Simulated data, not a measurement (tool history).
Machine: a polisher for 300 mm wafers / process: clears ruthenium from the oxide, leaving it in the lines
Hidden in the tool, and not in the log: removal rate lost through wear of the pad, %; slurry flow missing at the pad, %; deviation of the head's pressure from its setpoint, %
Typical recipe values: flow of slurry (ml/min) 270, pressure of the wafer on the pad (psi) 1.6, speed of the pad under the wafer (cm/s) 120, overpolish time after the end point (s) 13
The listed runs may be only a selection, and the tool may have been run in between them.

run,hour,flow of slurry (ml/min),pressure of the wafer on the pad (psi),speed of the pad under the wafer (cm/s),overpolish time after the end point (s),wafers since the last listed run,wafers polished on this pad,hours since the slurry nozzle was cleaned,hours since the head pressure was calibrated,"incoming thickness of the incoming film, nm",time until the end point was called (s)
1,0,270,1.6,120,13,0,60,214.9,611.6,140.5,161.9
2,55,270,1.6,120,13,235,295,269.9,666.6,141.4,166.1
3,104.8,270,1.6,120,17,213,508,319.7,716.4,141.5,165.1
4,134.6,270,1.6,120,17,127,636,349.5,746.2,140.2,163.2
5,186.1,270,1.6,120,17,220,856,401,797.7,139.9,166.5
# hour 213: worn pad replaced by a new one
6,253.3,300,1.6,120,13,270,172,468.2,864.9,139.4,164
7,287,300,1.6,120,13,144,316,501.9,898.6,141.6,168.9
8,349.4,300,1.6,120,13,266,583,564.3,961,140.7,168.7
# hour 376: head pressure recalibrated
9,393.8,270,1.6,120,13,181,764,608.7,17.8,140.3,157.7
# hour 427.7: worn pad replaced by a new one
10,428.2,270,1.6,120,13,130,1,643.1,52.2,140.3,157.1
11,458.9,270,1.2,120,13,131,133,673.8,82.9,141.6,216.1
12,643.6,235,2,144,10,790,923,858.5,267.6,140.8,107.6
# hour 684.8: worn pad replaced by a new one, of another model than before
13,688.2,270,1.2,120,16,173,14,903.1,312.2,141,189.2
14,731.4,270,1.4,152,8,184,199,946.3,355.4,141.5,144.1
# hour 766.7: slurry nozzle cleaned
15,790,270,1.6,120,13,246,445,23.3,414,141.1,163.4
16,816.3,345,1.8,162,13,112,558,49.6,440.3,138.9,111.6
17,846.6,270,1.6,158,9,129,687,79.9,470.6,139.9,131.4
18,872.9,270,1.6,120,13,112,800,106.2,496.9,139.1,158.5
19,924.1,245,2.1,162,16,219,1019,157.4,548.1,140,107.6
# hour 957.4: worn pad replaced by a new one
20,994.1,270,1.6,120,13,282,156,227.4,618.1,139.3,157.3
21,1064.2,245,1.6,120,13,299,456,297.5,688.2,142.3,168.8
22,1118.5,205,1.1,136,21,232,689,351.8,742.5,139.7,199
23,1187,270,1.9,144,13,293,982,420.3,811,137.6,125.1

Describe how what the log doesn't record of the tool's condition differs between the last listed run preceding each entry between runs and the first listed run following it.
Logged between run 5 and run 6: worn pad replaced by a new one (hour 213)
  deviation of the head's pressure from its setpoint, %: -5.52 -> -6.06
  the result without the hidden state subtracted from the measured one, time until the end point was called (s): +9.2 -> +9.9
Logged between run 8 and run 9: head pressure recalibrated (hour 376)
  deviation of the head's pressure from its setpoint, %: -6.83 -> -0.15
  the result without the hidden state subtracted from the measured one, time until the end point was called (s): +11.5 -> +0.2
Logged between run 9 and run 10: worn pad replaced by a new one (hour 427.7)
  deviation of the head's pressure from its setpoint, %: -0.15 -> -0.426
  the result without the hidden state subtracted from the measured one, time until the end point was called (s): +0.2 -> +0.7
Logged between run 12 and run 13: worn pad replaced by a new one, of another model than before (hour 684.8)
  deviation of the head's pressure from its setpoint, %: -2.15 -> -2.51
  the result without the hidden state subtracted from the measured one, time until the end point was called (s): +2.3 -> +3.1
Logged between run 14 and run 15: slurry nozzle cleaned (hour 766.7)
  deviation of the head's pressure from its setpoint, %: -2.86 -> -3.32
  the result without the hidden state subtracted from the measured one, time until the end point was called (s): +2.8 -> +3.6
Logged between run 19 and run 20: worn pad replaced by a new one (hour 957.4)
  deviation of the head's pressure from its setpoint, %: -4.4 -> -4.96
  the result without the hidden state subtracted from the measured one, time until the end point was called (s): +3.2 -> +5.2
